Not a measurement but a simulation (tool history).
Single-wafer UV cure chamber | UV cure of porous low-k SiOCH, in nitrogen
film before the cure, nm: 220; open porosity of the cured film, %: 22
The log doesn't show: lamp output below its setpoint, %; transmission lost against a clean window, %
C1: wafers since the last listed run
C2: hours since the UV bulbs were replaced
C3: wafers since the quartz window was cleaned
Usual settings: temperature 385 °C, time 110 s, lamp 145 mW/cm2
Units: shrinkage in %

run 1 hour=0 | temperature=385 time=110 lamp=145 | C1=0 C2=2153 C3=665 | shrinkage=10.343
run 2 hour=10.3 | temperature=385 time=110 lamp=145 | C1=61 C2=2163.3 C3=726 | shrinkage=10.108
run 3 hour=28.3 | temperature=385 time=110 lamp=145 | C1=107 C2=2181.3 C3=834 | shrinkage=9.988
run 4 hour=38.9 | temperature=385 time=110 lamp=145 | C1=63 C2=2191.9 C3=898 | shrinkage=10.003
run 5 hour=50.3 | temperature=385 time=110 lamp=145 | C1=68 C2=2203.3 C3=966 | shrinkage=10.442
run 6 hour=66.6 | temperature=385 time=110 lamp=145 | C1=97 C2=2219.6 C3=1064 | shrinkage=10.038
run 7 hour=81.4 | temperature=385 time=110 lamp=145 | C1=88 C2=2234.4 C3=1153 | shrinkage=10.193
run 8 hour=95.3 | temperature=385 time=160 lamp=145 | C1=83 C2=2248.3 C3=1236 | shrinkage=11.869
run 9 hour=105.2 | temperature=385 time=160 lamp=145 | C1=59 C2=2258.2 C3=1296 | shrinkage=11.556
run 10 hour=116.4 | temperature=385 time=160 lamp=145 | C1=67 C2=2269.4 C3=1363 | shrinkage=11.917
run 11 hour=132.9 | temperature=385 time=135 lamp=145 | C1=98 C2=2285.9 C3=1462 | shrinkage=11.164
run 12 hour=149.9 | temperature=385 time=135 lamp=145 | C1=101 C2=2302.9 C3=1564 | shrinkage=10.921
run 13 hour=158.5 | temperature=385 time=135 lamp=145 | C1=51 C2=2311.5 C3=1616 | shrinkage=10.852
run 14 hour=171.4 | temperature=385 time=80 lamp=145 | C1=77 C2=2324.4 C3=1693 | shrinkage=8.992
run 15 hour=183 | temperature=385 time=80 lamp=145 | C1=69 C2=2336 C3=1762 | shrinkage=8.594
-- hour=201.2 UV bulbs replaced
run 16 hour=201.7 | temperature=385 time=110 lamp=145 | C1=64 C2=0.5 C3=1827 | shrinkage=9.967
run 17 hour=206.6 | temperature=385 time=110 lamp=145 | C1=29 C2=5.4 C3=1856 | shrinkage=9.805
run 18 hour=220.4 | temperature=375 time=165 lamp=145 | C1=82 C2=19.2 C3=1939 | shrinkage=11.606
run 19 hour=227.6 | temperature=385 time=110 lamp=145 | C1=43 C2=26.4 C3=1982 | shrinkage=9.913
run 20 hour=238.7 | temperature=404 time=145 lamp=159 | C1=66 C2=37.5 C3=2049 | shrinkage=11.778
run 21 hour=245.9 | temperature=390 time=110 lamp=170 | C1=43 C2=44.7 C3=2092 | shrinkage=10.56
run 22 hour=259 | temperature=385 time=75 lamp=160 | C1=78 C2=57.8 C3=2170 | shrinkage=8.521
run 23 hour=269.3 | temperature=385 time=110 lamp=145 | C1=61 C2=68.1 C3=2232 | shrinkage=9.848
-- hour=277.5 quartz window cleaned
run 24 hour=278 | temperature=385 time=110 lamp=145 | C1=4 C2=76.8 C3=2 | shrinkage=9.102
run 25 hour=292.2 | temperature=385 time=110 lamp=169 | C1=85 C2=91 C3=88 | shrinkage=9.834
run 26 hour=335.2 | temperature=385 time=90 lamp=132 | C1=257 C2=134 C3=346 | shrinkage=7.824
run 27 hour=348.6 | temperature=403 time=165 lamp=110 | C1=80 C2=147.4 C3=426 | shrinkage=10.119
run 28 hour=361.4 | temperature=385 time=90 lamp=132 | C1=76 C2=160.2 C3=503 | shrinkage=7.861
-- hour=377 quartz window cleaned, repeated, since the last time left the tool worse
run 29 hour=377.5 | temperature=375 time=45 lamp=160 | C1=48 C2=176.3 C3=2 | shrinkage=6.626
run 30 hour=383.2 | temperature=385 time=110 lamp=145 | C1=34 C2=182 C3=37 | shrinkage=10.518
run 31 hour=400.2 | temperature=385 time=45 lamp=145 | C1=101 C2=199 C3=139 | shrinkage=6.675
run 32 hour=408.2 | temperature=372 time=130 lamp=145 | C1=47 C2=207 C3=187 | shrinkage=10.753

Hidden state or all else? Some run-to-run changes of shrinkage, split into what the settings, what came in and random variation would give without the hidden state, and what is left for the hidden state (with any gauge scatter that isn't in both results):
Run 23 -> 24: quartz window cleaned. shrinkage -0.746 %: hidden state -0.641, all else -0.105.
Run 26 -> 27: temperature 385 -> 403, time 90 -> 165, lamp 132 -> 110. shrinkage +2.295 %: hidden state -0.104, all else +2.399.
Run 28 -> 29: temperature 385 -> 375, time 90 -> 45, lamp 132 -> 160, quartz window cleaned, repeated, since the last time left the tool worse. shrinkage -1.235 %: hidden state +1.234, all else -2.469.
Run 29 -> 30: temperature 375 -> 385, time 45 -> 110, lamp 160 -> 145. shrinkage +3.892 %: hidden state -0.002, all else +3.894.
Run 30 -> 31: time 110 -> 45. shrinkage -3.843 %: hidden state +0, all else -3.843.
Run 31 -> 32: temperature 385 -> 372, time 45 -> 130. shrinkage +4.078 %: hidden state -0.003, all else +4.081.
